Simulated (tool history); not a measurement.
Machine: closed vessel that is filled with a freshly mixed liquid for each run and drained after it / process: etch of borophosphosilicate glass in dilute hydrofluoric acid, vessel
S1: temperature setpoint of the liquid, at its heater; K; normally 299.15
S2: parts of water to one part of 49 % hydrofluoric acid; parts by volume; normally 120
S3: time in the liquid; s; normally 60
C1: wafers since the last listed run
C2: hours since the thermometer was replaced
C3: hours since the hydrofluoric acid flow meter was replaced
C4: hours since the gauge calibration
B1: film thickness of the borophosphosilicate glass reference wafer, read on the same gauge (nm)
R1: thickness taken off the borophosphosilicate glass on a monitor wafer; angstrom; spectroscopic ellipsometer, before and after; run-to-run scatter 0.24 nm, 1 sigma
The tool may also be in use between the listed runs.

Run 1, hour 0.0: usual settings but S1 296.15 K; C1 0; C2 474.7; C3 1902.9; C4 186.8; B1 120.03. Result: R1 257.8 angstrom.
Run 2, hour 36.1: usual settings but S1 296.15 K; C1 3117; C2 510.8; C3 1939.0; C4 222.9; B1 119.99. Result: R1 255.5 angstrom.
Run 3, hour 71.9: usual settings; C1 3091; C2 546.6; C3 1974.8; C4 258.7; B1 120.00. Result: R1 288.7 angstrom.
At hour 83.9: thermometer replaced.
Run 4, hour 262.8: usual settings; C1 16400; C2 178.9; C3 2165.7; C4 449.6; B1 119.98. Result: R1 278.9 angstrom.
At hour 303.5: hydrofluoric acid flow meter replaced.
At hour 327.6: gauge calibrated.
Run 5, hour 329.5: usual settings but S1 300.65 K; C1 5673; C2 245.6; C3 26.0; C4 1.9; B1 120.05. Result: R1 343.6 angstrom.
Run 6, hour 380.2: usual settings but S1 300.65 K; C1 4378; C2 296.3; C3 76.7; C4 52.6; B1 120.01. Result: R1 349.8 angstrom.
Run 7, hour 425.0: usual settings but S1 300.65 K; C1 3869; C2 341.1; C3 121.5; C4 97.4; B1 120.00. Result: R1 349.4 angstrom.
Run 8, hour 484.9: usual settings; C1 5173; C2 401.0; C3 181.4; C4 157.3; B1 119.99. Result: R1 328.2 angstrom.
Run 9, hour 519.0: usual settings; C1 2944; C2 435.1; C3 215.5; C4 191.4; B1 120.04. Result: R1 330.7 angstrom.
Run 10, hour 573.6: usual settings but S1 297.65 K, S2 65 parts by volume, S3 45 s; C1 4715; C2 489.7; C3 270.1; C4 246.0; B1 120.01. Result: R1 463.1 angstrom.
At hour 578.3: thermometer replaced.
Run 11, hour 627.9: usual settings but S3 30 s; C1 4603; C2 49.6; C3 324.4; C4 300.3; B1 119.98. Result: R1 153.5 angstrom.
Run 12, hour 687.9: usual settings but S1 304.15 K, S2 155 parts by volume, S3 50 s; C1 5181; C2 109.6; C3 384.4; C4 360.3; B1 119.98. Result: R1 230.1 angstrom.
Run 13, hour 732.3: usual settings but S2 100 parts by volume, S3 50 s; C1 3834; C2 154.0; C3 428.8; C4 404.7; B1 120.00. Result: R1 320.6 angstrom.
Run 14, hour 758.2: usual settings but S2 145 parts by volume; C1 2236; C2 179.9; C3 454.7; C4 430.6; B1 120.01. Result: R1 247.8 angstrom.
Run 15, hour 818.5: usual settings but S1 302.65 K, S3 80 s; C1 5207; C2 240.2; C3 515.0; C4 490.9; B1 120.00. Result: R1 477.5 angstrom.
Run 16, hour 859.6: usual settings but S1 294.15 K; C1 3549; C2 281.3; C3 556.1; C4 532.0; B1 119.99. Result: R1 256.0 angstrom.
At hour 915.4: gauge calibrated.
Run 17, hour 941.5: usual settings; C1 7073; C2 363.2; C3 638.0; C4 26.1; B1 119.99. Result: R1 314.6 angstrom.
Run 18, hour 971.5: usual settings but S1 302.15 K; C1 2590; C2 393.2; C3 668.0; C4 56.1; B1 120.00. Result: R1 356.1 angstrom.
Run 19, hour 1000.0: usual settings; C1 2461; C2 421.7; C3 696.5; C4 84.6; B1 119.97. Result: R1 318.9 angstrom.

Branching from run 19: 4 alternative next runs. What would each branch give?
Run A, hour 1000.7: usual settings but S3 35 s; C1 60; C2 422.4; C3 697.2; C4 85.3; B1 ?. Result: R1 ?.
Run B, hour 1000.7: usual settings but S1 294.65 K, S2 140 parts by volume, S3 70 s; C1 60; C2 422.4; C3 697.2; C4 85.3; B1 ?. Result: R1 ?.
Run C, hour 1000.7: usual settings but S1 296.65 K, S2 70 parts by volume, S3 75 s; C1 60; C2 422.4; C3 697.2; C4 85.3; B1 ?. Result: R1 ?.
Run D, hour 1000.7: usual settings but S1 294.65 K, S2 95 parts by volume; C1 60; C2 422.4; C3 697.2; C4 85.3; B1 ?. Result: R1 ?.

run      B1     R1
  A  119.96  185.3
  B  119.96  261.0
  C  119.96  661.5
  D  119.96  348.3
With the hidden condition removed and each run's random variation left untouched, the same runs would have given:
run     R1
  A  182.8
  B  257.0
  C  647.8
  D  341.5

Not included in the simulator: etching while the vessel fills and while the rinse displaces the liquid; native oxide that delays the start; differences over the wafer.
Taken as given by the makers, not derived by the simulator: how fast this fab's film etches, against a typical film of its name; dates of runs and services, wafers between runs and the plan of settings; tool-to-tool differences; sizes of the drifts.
